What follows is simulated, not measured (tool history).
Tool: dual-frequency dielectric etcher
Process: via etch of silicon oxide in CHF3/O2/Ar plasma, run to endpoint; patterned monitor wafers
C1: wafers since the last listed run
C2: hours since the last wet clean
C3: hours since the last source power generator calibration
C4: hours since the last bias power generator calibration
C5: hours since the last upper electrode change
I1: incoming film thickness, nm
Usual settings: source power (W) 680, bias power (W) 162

run 1 day=0 | source_power_(W)=710 bias_power_(W)=162 | C1=0 C2=301 C3=1802 C4=1999 C5=3351.7 | I1=564.4 | endpoint_time_(s)=289.4
run 2 day=1.533 | source_power_(W)=590 bias_power_(W)=144 | C1=141 C2=337.8 C3=1838.8 C4=2035.8 C5=3388.5 | I1=562.9 | endpoint_time_(s)=324.6
run 3 day=2.858 | source_power_(W)=560 bias_power_(W)=162 | C1=121 C2=369.6 C3=1870.6 C4=2067.6 C5=3420.3 | I1=561.8 | endpoint_time_(s)=328.7
run 4 day=3.942 | source_power_(W)=680 bias_power_(W)=162 | C1=99 C2=395.6 C3=1896.6 C4=2093.6 C5=3446.3 | I1=571.1 | endpoint_time_(s)=303.1
run 5 day=5.704 | source_power_(W)=680 bias_power_(W)=162 | C1=162 C2=437.9 C3=1938.9 C4=2135.9 C5=3488.6 | I1=564.5 | endpoint_time_(s)=301.6
run 6 day=7.575 | source_power_(W)=680 bias_power_(W)=162 | C1=172 C2=482.8 C3=1983.8 C4=2180.8 C5=3533.5 | I1=563.8 | endpoint_time_(s)=301.7
run 7 day=9.979 | source_power_(W)=680 bias_power_(W)=162 | C1=221 C2=540.5 C3=2041.5 C4=2238.5 C5=3591.2 | I1=561.7 | endpoint_time_(s)=303.2
run 8 day=12.133 | source_power_(W)=680 bias_power_(W)=162 | C1=198 C2=592.2 C3=2093.2 C4=2290.2 C5=3642.9 | I1=563.5 | endpoint_time_(s)=306.4
-- day=13.892 wet clean of the chamber
run 9 day=14.217 | source_power_(W)=610 bias_power_(W)=162 | C1=99 C2=7.8 C3=2143.2 C4=2340.2 C5=3692.9 | I1=563 | endpoint_time_(s)=306.1
run 10 day=15.725 | source_power_(W)=610 bias_power_(W)=162 | C1=138 C2=44 C3=2179.4 C4=2376.4 C5=3729.1 | I1=562.7 | endpoint_time_(s)=308.2
-- day=15.95 source power generator calibrated
-- day=16.788 upper electrode replaced, of another model than before
run 11 day=18.354 | source_power_(W)=610 bias_power_(W)=162 | C1=149 C2=107.1 C3=57.7 C4=2439.5 C5=37.6 | I1=562.5 | endpoint_time_(s)=313.1
run 12 day=19.796 | source_power_(W)=680 bias_power_(W)=147 | C1=132 C2=141.7 C3=92.3 C4=2474.1 C5=72.2 | I1=571.2 | endpoint_time_(s)=300.7
-- day=22.329 bias power generator calibrated
run 13 day=22.525 | source_power_(W)=680 bias_power_(W)=162 | C1=235 C2=207.2 C3=157.8 C4=4.7 C5=137.7 | I1=566.4 | endpoint_time_(s)=299.4
run 14 day=23.542 | source_power_(W)=680 bias_power_(W)=162 | C1=93 C2=231.6 C3=182.2 C4=29.1 C5=162.1 | I1=565.6 | endpoint_time_(s)=295.4
run 15 day=26.442 | source_power_(W)=680 bias_power_(W)=162 | C1=266 C2=301.2 C3=251.8 C4=98.7 C5=231.7 | I1=564.2 | endpoint_time_(s)=298.6
run 16 day=28.379 | source_power_(W)=680 bias_power_(W)=188 | C1=178 C2=347.7 C3=298.3 C4=145.2 C5=278.2 | I1=565.9 | endpoint_time_(s)=293.9
run 17 day=29.488 | source_power_(W)=730 bias_power_(W)=131 | C1=101 C2=374.3 C3=324.9 C4=171.8 C5=304.8 | I1=565.9 | endpoint_time_(s)=295.6
run 18 day=32.271 | source_power_(W)=680 bias_power_(W)=197 | C1=256 C2=441.1 C3=391.7 C4=238.6 C5=371.6 | I1=568.5 | endpoint_time_(s)=295.6
run 19 day=34.325 | source_power_(W)=760 bias_power_(W)=198 | C1=188 C2=490.4 C3=441 C4=287.9 C5=420.9 | I1=566.9 | endpoint_time_(s)=275.6
-- day=36.65 wet clean of the chamber
run 20 day=36.671 | source_power_(W)=680 bias_power_(W)=162 | C1=123 C2=0.5 C3=497.3 C4=344.2 C5=477.2 | I1=571.1 | endpoint_time_(s)=292.3
run 21 day=38.85 | source_power_(W)=590 bias_power_(W)=179 | C1=200 C2=52.8 C3=549.6 C4=396.5 C5=529.5 | I1=566.2 | endpoint_time_(s)=321.4
run 22 day=40.579 | source_power_(W)=720 bias_power_(W)=139 | C1=159 C2=94.3 C3=591.1 C4=438 C5=571 | I1=558.4 | endpoint_time_(s)=283.8
run 23 day=42.592 | source_power_(W)=850 bias_power_(W)=132 | C1=185 C2=142.6 C3=639.4 C4=486.3 C5=619.3 | I1=562.9 | endpoint_time_(s)=260.2
run 24 day=45.275 | source_power_(W)=850 bias_power_(W)=131 | C1=246 C2=207 C3=703.8 C4=550.7 C5=683.7 | I1=563.4 | endpoint_time_(s)=265
run 25 day=47.554 | source_power_(W)=680 bias_power_(W)=198 | C1=209 C2=261.7 C3=758.5 C4=605.4 C5=738.4 | I1=568.9 | endpoint_time_(s)=288.4
run 26 day=48.596 | source_power_(W)=730 bias_power_(W)=131 | C1=95 C2=286.7 C3=783.5 C4=630.4 C5=763.4 | I1=565.6 | endpoint_time_(s)=297.4
run 27 day=50.412 | source_power_(W)=730 bias_power_(W)=149 | C1=167 C2=330.3 C3=827.1 C4=674 C5=807 | I1=567.1 | endpoint_time_(s)=290.7
run 28 day=51.767 | source_power_(W)=540 bias_power_(W)=185 | C1=124 C2=362.8 C3=859.6 C4=706.5 C5=839.5 | I1=563.9 | endpoint_time_(s)=352.1
run 29 day=54.55 | source_power_(W)=680 bias_power_(W)=162 | C1=256 C2=429.6 C3=926.4 C4=773.3 C5=906.3 | I1=567.5 | endpoint_time_(s)=304.7
run 30 day=57.396 | source_power_(W)=580 bias_power_(W)=162 | C1=261 C2=497.9 C3=994.7 C4=841.6 C5=974.6 | I1=571.1 | endpoint_time_(s)=347.4
run 31 day=58.862 | source_power_(W)=680 bias_power_(W)=162 | C1=134 C2=533.1 C3=1029.9 C4=876.8 C5=1009.8 | I1=562 | endpoint_time_(s)=301.2
run 32 day=60.117 | source_power_(W)=680 bias_power_(W)=162 | C1=115 C2=563.2 C3=1060 C4=906.9 C5=1039.9 | I1=563.7 | endpoint_time_(s)=308.5
-- day=62.892 wet clean of the chamber
run 33 day=62.912 | source_power_(W)=720 bias_power_(W)=140 | C1=165 C2=0.5 C3=1127.1 C4=974 C5=1107 | I1=568.7 | endpoint_time_(s)=286.3
run 34 day=65.15 | source_power_(W)=780 bias_power_(W)=135 | C1=205 C2=54.2 C3=1180.8 C4=1027.7 C5=1160.7 | I1=566.9 | endpoint_time_(s)=273.2
run 35 day=66.575 | source_power_(W)=830 bias_power_(W)=188 | C1=131 C2=88.4 C3=1215 C4=1061.9 C5=1194.9 | I1=565.8 | endpoint_time_(s)=250.2

How the hidden state differs across the entries between the runs, from the last listed run before each to the first after it:
Between runs 8 and 9: wet clean of the chamber (day 13.892)
  etch rate over this chamber's usual, %: -5.05 -> -0.197
  measured less the result without the state, endpoint time (s): +15.5 -> +0.6
Between runs 10 and 11: source power generator calibrated (day 15.95); upper electrode replaced, of another model than before (day 16.788)
  etch rate over this chamber's usual, %: -0.529 -> -1.11
  measured less the result without the state, endpoint time (s): +1.6 -> +3.5
Between runs 12 and 13: bias power generator calibrated (day 22.329)
  etch rate over this chamber's usual, %: -1.42 -> -2.02
  measured less the result without the state, endpoint time (s): +4.3 -> +6
Between runs 19 and 20: wet clean of the chamber (day 36.65)
  etch rate over this chamber's usual, %: -4.61 -> -0.208
  measured less the result without the state, endpoint time (s): +12.7 -> +0.6
Between runs 32 and 33: wet clean of the chamber (day 62.892)
  etch rate over this chamber's usual, %: -5.36 -> -0.052
  measured less the result without the state, endpoint time (s): +16.5 -> +0.2
